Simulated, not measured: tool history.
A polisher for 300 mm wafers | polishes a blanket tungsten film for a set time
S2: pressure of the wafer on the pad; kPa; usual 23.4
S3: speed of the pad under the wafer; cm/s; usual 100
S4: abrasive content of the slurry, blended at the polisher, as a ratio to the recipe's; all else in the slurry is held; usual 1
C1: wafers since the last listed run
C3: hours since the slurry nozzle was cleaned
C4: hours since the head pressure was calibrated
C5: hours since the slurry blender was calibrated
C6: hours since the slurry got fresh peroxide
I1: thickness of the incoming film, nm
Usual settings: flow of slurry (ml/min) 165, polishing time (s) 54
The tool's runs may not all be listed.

run 1 hour=0 | flow_of_slurry_(ml/min)=165 S2=23.4 S3=100 S4=1 polishing_time_(s)=54 | C1=0 wafers_polished_on_this_pad=391 C3=442.1 C4=924.6 C5=167.6 C6=128.1 | I1=1194.4 | film_removed_(Å)=1972
run 2 hour=32.4 | flow_of_slurry_(ml/min)=165 S2=23.4 S3=100 S4=1 polishing_time_(s)=54 | C1=412 wafers_polished_on_this_pad=803 C3=474.5 C4=957 C5=200 C6=160.5 | I1=1206.1 | film_removed_(Å)=1950
-- hour=40.8 slurry blender recalibrated
-- hour=49 slurry nozzle cleaned
-- hour=56.1 slurry tank refilled with fresh slurry and peroxide
run 3 hour=63.8 | flow_of_slurry_(ml/min)=165 S2=23.4 S3=100 S4=1 polishing_time_(s)=54 | C1=348 wafers_polished_on_this_pad=1152 C3=14.8 C4=988.4 C5=23 C6=7.7 | I1=1238.9 | film_removed_(Å)=1967
run 4 hour=85.9 | flow_of_slurry_(ml/min)=165 S2=23.4 S3=100 S4=0.9 polishing_time_(s)=54 | C1=281 wafers_polished_on_this_pad=1433 C3=36.9 C4=1010.5 C5=45.1 C6=29.8 | I1=1245.3 | film_removed_(Å)=1883
run 5 hour=110.9 | flow_of_slurry_(ml/min)=165 S2=28.3 S3=100 S4=1 polishing_time_(s)=54 | C1=318 wafers_polished_on_this_pad=1751 C3=61.9 C4=1035.5 C5=70.1 C6=54.8 | I1=1229 | film_removed_(Å)=2305
run 6 hour=131.7 | flow_of_slurry_(ml/min)=190 S2=20.7 S3=100 S4=1 polishing_time_(s)=62 | C1=264 wafers_polished_on_this_pad=2016 C3=82.7 C4=1056.3 C5=90.9 C6=75.6 | I1=1203 | film_removed_(Å)=1946
run 7 hour=155.7 | flow_of_slurry_(ml/min)=205 S2=23.4 S3=110 S4=1 polishing_time_(s)=63 | C1=305 wafers_polished_on_this_pad=2322 C3=106.7 C4=1080.3 C5=114.9 C6=99.6 | I1=1223 | film_removed_(Å)=2531
-- hour=165.3 worn pad replaced by a new one
-- hour=173.1 head pressure recalibrated
run 8 hour=187.5 | flow_of_slurry_(ml/min)=220 S2=26.9 S3=78 S4=1 polishing_time_(s)=54 | C1=328 wafers_polished_on_this_pad=256 C3=138.5 C4=14.4 C5=146.7 C6=131.4 | I1=1200.1 | film_removed_(Å)=1896
run 9 hour=201.7 | flow_of_slurry_(ml/min)=200 S2=20 S3=100 S4=1 polishing_time_(s)=54 | C1=180 wafers_polished_on_this_pad=437 C3=152.7 C4=28.6 C5=160.9 C6=145.6 | I1=1206.5 | film_removed_(Å)=1743
run 10 hour=218 | flow_of_slurry_(ml/min)=165 S2=16.5 S3=100 S4=1 polishing_time_(s)=54 | C1=207 wafers_polished_on_this_pad=644 C3=169 C4=44.9 C5=177.2 C6=161.9 | I1=1233.7 | film_removed_(Å)=1386
run 11 hour=238.8 | flow_of_slurry_(ml/min)=165 S2=27.6 S3=100 S4=1 polishing_time_(s)=66 | C1=264 wafers_polished_on_this_pad=909 C3=189.8 C4=65.7 C5=198 C6=182.7 | I1=1220.1 | film_removed_(Å)=2842
-- hour=249.1 slurry blender recalibrated
run 12 hour=253.2 | flow_of_slurry_(ml/min)=165 S2=23.4 S3=100 S4=1 polishing_time_(s)=54 | C1=157 wafers_polished_on_this_pad=1067 C3=204.2 C4=80.1 C5=4.1 C6=197.1 | I1=1217.9 | film_removed_(Å)=1978
-- hour=261.4 slurry tank refilled with fresh slurry and peroxide
run 13 hour=273.5 | flow_of_slurry_(ml/min)=165 S2=23.4 S3=100 S4=0.85 polishing_time_(s)=62 | C1=245 wafers_polished_on_this_pad=1312 C3=224.5 C4=100.4 C5=24.4 C6=12.1 | I1=1213.8 | film_removed_(Å)=2157
run 14 hour=298.8 | flow_of_slurry_(ml/min)=225 S2=19.3 S3=116 S4=1 polishing_time_(s)=45 | C1=321 wafers_polished_on_this_pad=1634 C3=249.8 C4=125.7 C5=49.7 C6=37.4 | I1=1230.8 | film_removed_(Å)=1561
run 15 hour=321 | flow_of_slurry_(ml/min)=165 S2=17.2 S3=100 S4=0.85 polishing_time_(s)=54 | C1=282 wafers_polished_on_this_pad=1917 C3=272 C4=147.9 C5=71.9 C6=59.6 | I1=1242.3 | film_removed_(Å)=1347
run 16 hour=349.3 | flow_of_slurry_(ml/min)=200 S2=23.4 S3=100 S4=1.2 polishing_time_(s)=44 | C1=360 wafers_polished_on_this_pad=2277 C3=300.3 C4=176.2 C5=100.2 C6=87.9 | I1=1202.7 | film_removed_(Å)=1639
run 17 hour=361.7 | flow_of_slurry_(ml/min)=165 S2=23.4 S3=100 S4=1 polishing_time_(s)=54 | C1=157 wafers_polished_on_this_pad=2435 C3=312.7 C4=188.6 C5=112.6 C6=100.3 | I1=1209.8 | film_removed_(Å)=1898
run 18 hour=391.3 | flow_of_slurry_(ml/min)=145 S2=31.7 S3=100 S4=1.2 polishing_time_(s)=48 | C1=376 wafers_polished_on_this_pad=2812 C3=342.3 C4=218.2 C5=142.2 C6=129.9 | I1=1204.3 | film_removed_(Å)=2342
-- hour=398.7 worn pad replaced by a new one
run 19 hour=406 | flow_of_slurry_(ml/min)=115 S2=23.4 S3=100 S4=1 polishing_time_(s)=54 | C1=136 wafers_polished_on_this_pad=93 C3=357 C4=232.9 C5=156.9 C6=144.6 | I1=1234.2 | film_removed_(Å)=1925
run 20 hour=432.2 | flow_of_slurry_(ml/min)=165 S2=27.6 S3=110 S4=1 polishing_time_(s)=54 | C1=333 wafers_polished_on_this_pad=426 C3=383.2 C4=259.1 C5=183.1 C6=170.8 | I1=1230 | film_removed_(Å)=2597
run 21 hour=456.7 | flow_of_slurry_(ml/min)=165 S2=16.5 S3=70 S4=0.85 polishing_time_(s)=48 | C1=311 wafers_polished_on_this_pad=738 C3=407.7 C4=283.6 C5=207.6 C6=195.3 | I1=1203.1 | film_removed_(Å)=837
-- hour=469.6 slurry tank refilled with fresh slurry and peroxide
-- hour=491.9 slurry blender recalibrated
-- hour=497.5 slurry nozzle cleaned
run 22 hour=533.5 | flow_of_slurry_(ml/min)=145 S2=31.7 S3=100 S4=1.2 polishing_time_(s)=48 | C1=926 wafers_polished_on_this_pad=1665 C3=36 C4=360.4 C5=41.6 C6=63.9 | I1=1228.3 | film_removed_(Å)=2331
run 23 hour=565.2 | flow_of_slurry_(ml/min)=165 S2=23.4 S3=100 S4=1 polishing_time_(s)=54 | C1=403 wafers_polished_on_this_pad=2068 C3=67.7 C4=392.1 C5=73.3 C6=95.6 | I1=1235.6 | film_removed_(Å)=1898
-- hour=601.4 worn pad replaced by a new one
run 24 hour=655.6 | flow_of_slurry_(ml/min)=165 S2=23.4 S3=100 S4=0.85 polishing_time_(s)=54 | C1=1099 wafers_polished_on_this_pad=689 C3=158.1 C4=482.5 C5=163.7 C6=186 | I1=1230.6 | film_removed_(Å)=1931
run 25 hour=684.1 | flow_of_slurry_(ml/min)=165 S2=23.4 S3=100 S4=1 polishing_time_(s)=54 | C1=362 wafers_polished_on_this_pad=1052 C3=186.6 C4=511 C5=192.2 C6=214.5 | I1=1213.1 | film_removed_(Å)=1912

5 ways to go on from here, each from the tool as it stands after run 25. What would each give?
run A hour=684.5 | flow_of_slurry_(ml/min)=165 S2=23.4 S3=100 S4=1 polishing_time_(s)=54 | C1=5 wafers_polished_on_this_pad=1057 C3=187 C4=511.4 C5=192.6 C6=214.9 | I1=1209.2 | film_removed_(Å)=?
run B hour=684.5 | flow_of_slurry_(ml/min)=165 S2=23.4 S3=120 S4=1 polishing_time_(s)=54 | C1=5 wafers_polished_on_this_pad=1057 C3=187 C4=511.4 C5=192.6 C6=214.9 | I1=1209.2 | film_removed_(Å)=?
run C hour=684.5 | flow_of_slurry_(ml/min)=220 S2=23.4 S3=100 S4=1 polishing_time_(s)=67 | C1=5 wafers_polished_on_this_pad=1057 C3=187 C4=511.4 C5=192.6 C6=214.9 | I1=1209.2 | film_removed_(Å)=?
run D hour=684.5 | flow_of_slurry_(ml/min)=210 S2=29 S3=124 S4=1 polishing_time_(s)=54 | C1=5 wafers_polished_on_this_pad=1057 C3=187 C4=511.4 C5=192.6 C6=214.9 | I1=1209.2 | film_removed_(Å)=?
run E hour=684.5 | flow_of_slurry_(ml/min)=165 S2=15.2 S3=100 S4=1 polishing_time_(s)=70 | C1=5 wafers_polished_on_this_pad=1057 C3=187 C4=511.4 C5=192.6 C6=214.9 | I1=1209.2 | film_removed_(Å)=?

run=A film_removed_(Å)=1952
run=B film_removed_(Å)=2343
run=C film_removed_(Å)=2523
run=D film_removed_(Å)=3096
run=E film_removed_(Å)=1637
Without the tool's hidden state the same runs would have given:
run=A film_removed_(Å)=2123
run=B film_removed_(Å)=2548
run=C film_removed_(Å)=2744
run=D film_removed_(Å)=3368
run=E film_removed_(Å)=1781
